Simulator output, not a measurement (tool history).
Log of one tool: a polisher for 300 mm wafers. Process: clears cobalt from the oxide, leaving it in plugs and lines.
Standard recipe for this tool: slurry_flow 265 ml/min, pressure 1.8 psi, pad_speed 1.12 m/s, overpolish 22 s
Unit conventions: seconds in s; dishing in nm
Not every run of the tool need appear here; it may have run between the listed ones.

run    hour  slurry_flow  pressure  pad_speed  overpolish  incoming thickness of the incoming film, nm  seconds  dishing
  1       0          265       1.8       1.12          22                                        298.1     63.5     33.4
        3.6  -- worn pad replaced by a new one
        6.1  -- slurry nozzle cleaned
  2   101.8          265       1.8       1.12          22                                        301.3     64.7     33.9
  3   183.5          265       1.8       1.12          22                                        304.2     65.4     34.1
  4   258.4          265       1.8       1.12          22                                        294.5     63.3     33.4
  5   317.6          265       1.8       1.12          22                                        306.9     67.2     33.7
  6   364.6          265       1.8       1.12          22                                        295.9     67.8       34
      387.1  -- head pressure recalibrated
      416.1  -- worn pad replaced by a new one
  7   453.8          265       1.8       1.12          22                                        301.1     61.8     34.2
      479.3  -- slurry nozzle cleaned
  8   526.5          265       1.8       1.12          22                                        304.1     64.9     33.2
  9   595.2          265       1.8       1.12          22                                        296.2     65.2     34.3
 10   635.2          265       1.8       1.12          22                                        299.9     64.5     34.5
 11   672.6          265       1.8       1.12          22                                        299.2     65.5     34.1
 12     754          265       1.8       1.12          22                                        301.5     67.7     34.7
      776.3  -- head pressure recalibrated
 13   810.4          265       1.8       1.12          22                                        296.7     61.9     34.9
      872.3  -- slurry nozzle cleaned
 14   888.6          265       1.8       1.12          22                                        298.5     62.3     34.9
      918.7  -- worn pad replaced by a new one
 15     976          265       1.8       1.12          22                                        294.9     63.3     34.2
 16  1014.7          265       1.8       1.12          22                                        295.5     63.5     33.8
 17  1095.9          265       1.8       1.12          22                                        306.9     67.1     34.7
 18  1193.6          265       1.8       1.48          22                                        303.4     51.9       36
     1226.3  -- head pressure recalibrated
 19  1286.2          290       2.2        0.9          18                                        301.7     66.3     31.9
       1298  -- worn pad replaced by a new one
     1298.6  -- slurry nozzle cleaned
 20  1332.8          235       1.5       0.74          22                                        304.4    106.9     29.4
 21  1385.8          305       1.8       1.12          33                                        298.9     63.6     37.7
 22  1431.6          265       1.8       1.12          22                                        302.7     64.9     33.6
 23  1474.4          300       2.3       0.88          22                                        298.4     67.5     32.9
 24  1534.6          265       1.8       1.12          22                                        300.2     65.2       34
 25  1630.4          265       1.8       1.12          22                                        303.7     67.6       33
     1670.6  -- head pressure recalibrated
 26  1693.3          265       1.8       1.12          10                                        299.4     62.4     25.5
     1752.8  -- worn pad replaced by a new one
 27  1793.2          340       1.8       1.12          22                                          303     63.3     34.3
     1799.4  -- slurry nozzle cleaned
 28  1907.8          205       1.8       0.72          22                                        299.9     95.6     29.8
 29  2034.7          220       1.8       1.12          22                                        301.3     68.4     34.6
 30  2083.7          180       1.8       1.12          15                                        302.7     71.1     29.9
 31  2122.7          330       1.6       1.24          22                                        302.7     68.1     33.7
     2151.8  -- worn pad replaced by a new one
     2174.2  -- head pressure recalibrated
 32  2226.7          190       1.8          1          11                                        303.2     73.6     25.3

Results for each run, recomputed without the tool's hidden state and with each run's random variation untouched:
Hidden state at play: removal rate lost through wear of the pad, %; slurry flow missing at the pad, %; deviation of the head's pressure from its setpoint, %.
run  seconds  dishing
  1     62.9     33.5
  2     62.9     34.1
  3     62.6     34.4
  4     59.7     33.8
  5     62.7     34.2
  6     62.6     34.6
  7     61.3     34.2
  8     63.5     33.3
  9     62.9     34.5
 10     61.8     34.8
 11     62.3     34.5
 12     63.4     35.2
 13     61.8     34.9
 14     61.3       35
 15     61.3     34.4
 16       61       34
 17     63.4     35.1
 18     48.1     36.3
 19     65.5       32
 20    104.7     29.6
 21     61.6     37.8
 22     62.4     33.8
 23     64.3     33.3
 24     61.3     34.4
 25     62.4     33.5
 26     61.6     25.6
 27     61.3     34.5
 28     90.6     30.4
 29     63.2     35.2
 30       65     30.9
 31     61.8     34.3
 32     72.3     25.5
